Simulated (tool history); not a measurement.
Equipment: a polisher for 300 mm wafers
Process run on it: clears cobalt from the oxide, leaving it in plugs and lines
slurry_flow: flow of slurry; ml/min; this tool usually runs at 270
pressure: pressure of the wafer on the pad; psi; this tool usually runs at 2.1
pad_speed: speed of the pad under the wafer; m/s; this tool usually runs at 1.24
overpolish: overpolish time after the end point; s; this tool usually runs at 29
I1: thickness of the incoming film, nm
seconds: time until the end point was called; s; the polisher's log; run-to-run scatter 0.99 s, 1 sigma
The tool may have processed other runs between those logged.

Run 1, hour 0.0: usual settings; I1 382.3. Result: seconds 66.2 s.
At hour 20.1: worn pad replaced by a new one.
Run 2, hour 25.9: usual settings; I1 385.8. Result: seconds 58.5 s.
Run 3, hour 39.5: usual settings; I1 380.5. Result: seconds 61.9 s.
Run 4, hour 48.4: usual settings but pressure 2.5 psi; I1 383.0. Result: seconds 55.7 s.
Run 5, hour 60.4: usual settings but pressure 2.5 psi; I1 380.8. Result: seconds 56.1 s.
Run 6, hour 72.6: usual settings but pressure 2.5 psi; I1 377.5. Result: seconds 56.3 s.
At hour 85.0: worn pad replaced by a new one.
Run 7, hour 86.9: usual settings but pressure 1.7 psi, overpolish 24 s; I1 376.8. Result: seconds 67.0 s.
At hour 90.9: head pressure recalibrated.
Run 8, hour 97.2: usual settings; I1 374.5. Result: seconds 59.4 s.
Run 9, hour 105.1: usual settings but slurry_flow 250 ml/min; I1 380.7. Result: seconds 62.4 s.
Run 10, hour 111.9: usual settings but slurry_flow 250 ml/min; I1 377.8. Result: seconds 61.7 s.
Run 11, hour 129.8: usual settings but pad_speed 1.58 m/s; I1 384.7. Result: seconds 53.3 s.
At hour 148.7: worn pad replaced by a new one.
Run 12, hour 149.2: usual settings; I1 375.3. Result: seconds 56.7 s.
Run 13, hour 153.9: usual settings but slurry_flow 350 ml/min, pressure 2.6 psi, pad_speed 0.88 m/s, overpolish 41 s; I1 379.1. Result: seconds 64.2 s.
Run 14, hour 161.8: usual settings; I1 382.2. Result: seconds 61.5 s.
At hour 163.9: slurry nozzle cleaned.
Run 15, hour 177.7: usual settings but pressure 1.8 psi, overpolish 24 s; I1 384.3. Result: seconds 70.2 s.
Run 16, hour 186.0: usual settings but slurry_flow 235 ml/min, pressure 1.5 psi; I1 381.4. Result: seconds 78.1 s.
Run 17, hour 201.4: usual settings; I1 375.5. Result: seconds 65.6 s.
At hour 208.8: worn pad replaced by a new one.
Run 18, hour 210.3: usual settings but slurry_flow 340 ml/min, pressure 2.6 psi, pad_speed 1.62 m/s, overpolish 22 s; I1 377.6. Result: seconds 37.8 s.
Run 19, hour 217.4: usual settings but pressure 2.6 psi, overpolish 18 s; I1 380.8. Result: seconds 50.8 s.
Run 20, hour 235.2: usual settings but slurry_flow 310 ml/min; I1 378.3. Result: seconds 61.5 s.
Run 21, hour 246.5: usual settings; I1 375.3. Result: seconds 62.9 s.
Run 22, hour 252.7: usual settings but slurry_flow 220 ml/min, overpolish 18 s; I1 378.1. Result: seconds 64.0 s.
At hour 267.5: worn pad replaced by a new one.
Run 23, hour 268.3: usual settings but overpolish 15 s; I1 386.3. Result: seconds 56.3 s.

Below are 5 alternative next runs, each starting from the tool's condition after run 23. Predict each:
Run A, hour 268.8: usual settings; I1 380.2. Result: seconds ?.
Run B, hour 268.8: usual settings but slurry_flow 320 ml/min, pressure 1.9 psi, pad_speed 0.82 m/s; I1 380.2. Result: seconds ?.
Run C, hour 268.8: usual settings but slurry_flow 195 ml/min; I1 380.2. Result: seconds ?.
Run D, hour 268.8: usual settings but slurry_flow 210 ml/min, overpolish 20 s; I1 380.2. Result: seconds ?.
Run E, hour 268.8: usual settings but overpolish 20 s; I1 380.2. Result: seconds ?.

run  seconds
  A     55.2
  B     83.2
  C     56.6
  D     56.3
  E     55.2
With the hidden condition removed and each run's random variation left untouched, the same runs would have given:
run  seconds
  A     54.6
  B     82.3
  C     56.0
  D     55.6
  E     54.6
